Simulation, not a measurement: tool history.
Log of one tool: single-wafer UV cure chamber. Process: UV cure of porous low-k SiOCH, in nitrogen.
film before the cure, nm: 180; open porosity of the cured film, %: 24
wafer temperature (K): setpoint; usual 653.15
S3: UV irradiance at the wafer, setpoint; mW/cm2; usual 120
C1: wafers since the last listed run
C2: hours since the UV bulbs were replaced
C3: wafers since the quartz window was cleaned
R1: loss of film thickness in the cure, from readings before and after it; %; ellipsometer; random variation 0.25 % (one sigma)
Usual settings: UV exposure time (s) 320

Run 1, hour 0.0: usual settings; C1 0; C2 1427.3; C3 2087. Result: R1 13.578 %.
Run 2, hour 32.9: usual settings but UV exposure time (s) 220; C1 125; C2 1460.2; C3 2212. Result: R1 11.812 %.
Run 3, hour 100.4: usual settings; C1 258; C2 1527.7; C3 2470. Result: R1 13.337 %.
Run 4, hour 115.8: usual settings; C1 58; C2 1543.1; C3 2529. Result: R1 13.094 %.
Run 5, hour 138.0: usual settings; C1 84; C2 1565.3; C3 2614. Result: R1 13.290 %.
Run 6, hour 150.5: usual settings; C1 47; C2 1577.8; C3 2662. Result: R1 13.580 %.
Run 7, hour 171.8: usual settings but wafer temperature (K) 647.15, UV exposure time (s) 365; C1 81; C2 1599.1; C3 2743. Result: R1 13.534 %.
Run 8, hour 206.6: usual settings but UV exposure time (s) 245; C1 133; C2 1633.9; C3 2876. Result: R1 12.419 %.
Run 9, hour 233.2: usual settings but UV exposure time (s) 245; C1 101; C2 1660.5; C3 2978. Result: R1 12.071 %.
Run 10, hour 247.0: usual settings; C1 52; C2 1674.3; C3 3031. Result: R1 12.963 %.
Run 11, hour 276.4: usual settings; C1 112; C2 1703.7; C3 3143. Result: R1 13.476 %.
Run 12, hour 299.4: usual settings; C1 87; C2 1726.7; C3 3231. Result: R1 13.185 %.
Run 13, hour 324.6: usual settings; C1 96; C2 1751.9; C3 3328. Result: R1 12.788 %.
Run 14, hour 341.3: usual settings but S3 95 mW/cm2; C1 63; C2 1768.6; C3 3391. Result: R1 12.083 %.
Run 15, hour 445.7: usual settings; C1 399; C2 1873.0; C3 3791. Result: R1 13.023 %.
Run 16, hour 470.1: usual settings; C1 93; C2 1897.4; C3 3884. Result: R1 12.729 %.
Run 17, hour 496.2: usual settings; C1 99; C2 1923.5; C3 3984. Result: R1 12.959 %.
At hour 565.4: quartz window cleaned.
Run 18, hour 565.9: usual settings; C1 235; C2 1993.2; C3 1. Result: R1 12.817 %.
Run 19, hour 575.6: usual settings but wafer temperature (K) 662.15; C1 37; C2 2002.9; C3 38. Result: R1 12.505 %.
Run 20, hour 590.4: usual settings but UV exposure time (s) 230; C1 56; C2 2017.7; C3 95. Result: R1 11.158 %.
Run 21, hour 625.9: usual settings but UV exposure time (s) 230; C1 135; C2 2053.2; C3 231. Result: R1 11.039 %.
Run 22, hour 654.2: usual settings; C1 108; C2 2081.5; C3 339. Result: R1 12.639 %.
Run 23, hour 669.9: usual settings but S3 108 mW/cm2; C1 60; C2 2097.2; C3 399. Result: R1 12.017 %.
Run 24, hour 698.1: usual settings but S3 108 mW/cm2; C1 107; C2 2125.4; C3 507. Result: R1 11.604 %.
Run 25, hour 717.9: usual settings but wafer temperature (K) 673.15, UV exposure time (s) 220, S3 102 mW/cm2; C1 75; C2 2145.2; C3 582. Result: R1 9.981 %.
Run 26, hour 739.5: usual settings; C1 82; C2 2166.8; C3 665. Result: R1 12.069 %.
Run 27, hour 752.9: usual settings but wafer temperature (K) 642.15, UV exposure time (s) 155; C1 51; C2 2180.2; C3 716. Result: R1 8.771 %.
Run 28, hour 772.3: usual settings but wafer temperature (K) 641.15; C1 74; C2 2199.6; C3 790. Result: R1 12.132 %.
Run 29, hour 792.9: usual settings but wafer temperature (K) 662.15, UV exposure time (s) 265, S3 101 mW/cm2; C1 78; C2 2220.2; C3 869. Result: R1 10.460 %.
Run 30, hour 820.9: usual settings but UV exposure time (s) 235, S3 108 mW/cm2; C1 107; C2 2248.2; C3 976. Result: R1 10.146 %.
Run 31, hour 858.4: usual settings; C1 143; C2 2285.7; C3 1120. Result: R1 11.923 %.
Run 32, hour 889.8: usual settings but UV exposure time (s) 165; C1 120; C2 2317.1; C3 1240. Result: R1 9.282 %.
At hour 902.8: UV bulbs replaced.
Run 33, hour 914.5: usual settings but wafer temperature (K) 661.15, UV exposure time (s) 265, S3 106 mW/cm2; C1 63; C2 11.7; C3 1303. Result: R1 12.577 %.
Run 34, hour 939.7: usual settings but UV exposure time (s) 425, S3 90 mW/cm2; C1 96; C2 36.9; C3 1400. Result: R1 14.027 %.
Run 35, hour 974.9: usual settings but wafer temperature (K) 662.15, UV exposure time (s) 265, S3 138 mW/cm2; C1 134; C2 72.1; C3 1534. Result: R1 13.771 %.
Run 36, hour 993.2: usual settings but wafer temperature (K) 666.15; C1 69; C2 90.4; C3 1604. Result: R1 13.885 %.
Run 37, hour 1073.0: usual settings but wafer temperature (K) 662.15, UV exposure time (s) 500, S3 147 mW/cm2; C1 305; C2 170.2; C3 1909. Result: R1 16.703 %.
Run 38, hour 1114.4: usual settings but wafer temperature (K) 669.15, UV exposure time (s) 200; C1 158; C2 211.6; C3 2068. Result: R1 12.297 %.
Run 39, hour 1136.1: usual settings but UV exposure time (s) 405; C1 82; C2 233.3; C3 2151. Result: R1 15.022 %.
Run 40, hour 1185.2: usual settings; C1 187; C2 282.4; C3 2338. Result: R1 13.747 %.
Run 41, hour 1221.0: usual settings but UV exposure time (s) 240; C1 136; C2 318.2; C3 2475. Result: R1 12.639 %.
Run 42, hour 1238.6: usual settings; C1 67; C2 335.8; C3 2543. Result: R1 14.154 %.
Run 43, hour 1253.1: usual settings but wafer temperature (K) 635.15, UV exposure time (s) 430; C1 55; C2 350.3; C3 2598. Result: R1 14.681 %.
Run 44, hour 1280.5: usual settings; C1 104; C2 377.7; C3 2703. Result: R1 13.662 %.
Run 45, hour 1337.4: usual settings but wafer temperature (K) 645.15; C1 217; C2 434.6; C3 2920. Result: R1 13.722 %.
Run 46, hour 1356.8: usual settings but UV exposure time (s) 195; C1 74; C2 454.0; C3 2994. Result: R1 11.635 %.
Run 47, hour 1390.9: usual settings but UV exposure time (s) 455; C1 130; C2 488.1; C3 3125. Result: R1 15.350 %.
Run 48, hour 1406.6: usual settings but UV exposure time (s) 495, S3 153 mW/cm2; C1 60; C2 503.8; C3 3185. Result: R1 16.894 %.

4 ways to go on from here, each from the tool as it stands after run 48. What would each give?
Run A, hour 1407.1: usual settings; C1 1; C2 504.3; C3 3187. Result: R1 ?.
Run B, hour 1407.1: usual settings but wafer temperature (K) 647.15, S3 96 mW/cm2; C1 1; C2 504.3; C3 3187. Result: R1 ?.
Run C, hour 1407.1: usual settings but wafer temperature (K) 667.15, S3 133 mW/cm2; C1 1; C2 504.3; C3 3187. Result: R1 ?.
Run D, hour 1407.1: usual settings but wafer temperature (K) 636.15, UV exposure time (s) 440, S3 81 mW/cm2; C1 1; C2 504.3; C3 3187. Result: R1 ?.

run      R1
  A  13.531
  B  12.418
  C  14.253
  D  12.873
Without the tool's hidden state the same runs would have given:
run      R1
  A  14.033
  B  12.912
  C  14.759
  D  13.371

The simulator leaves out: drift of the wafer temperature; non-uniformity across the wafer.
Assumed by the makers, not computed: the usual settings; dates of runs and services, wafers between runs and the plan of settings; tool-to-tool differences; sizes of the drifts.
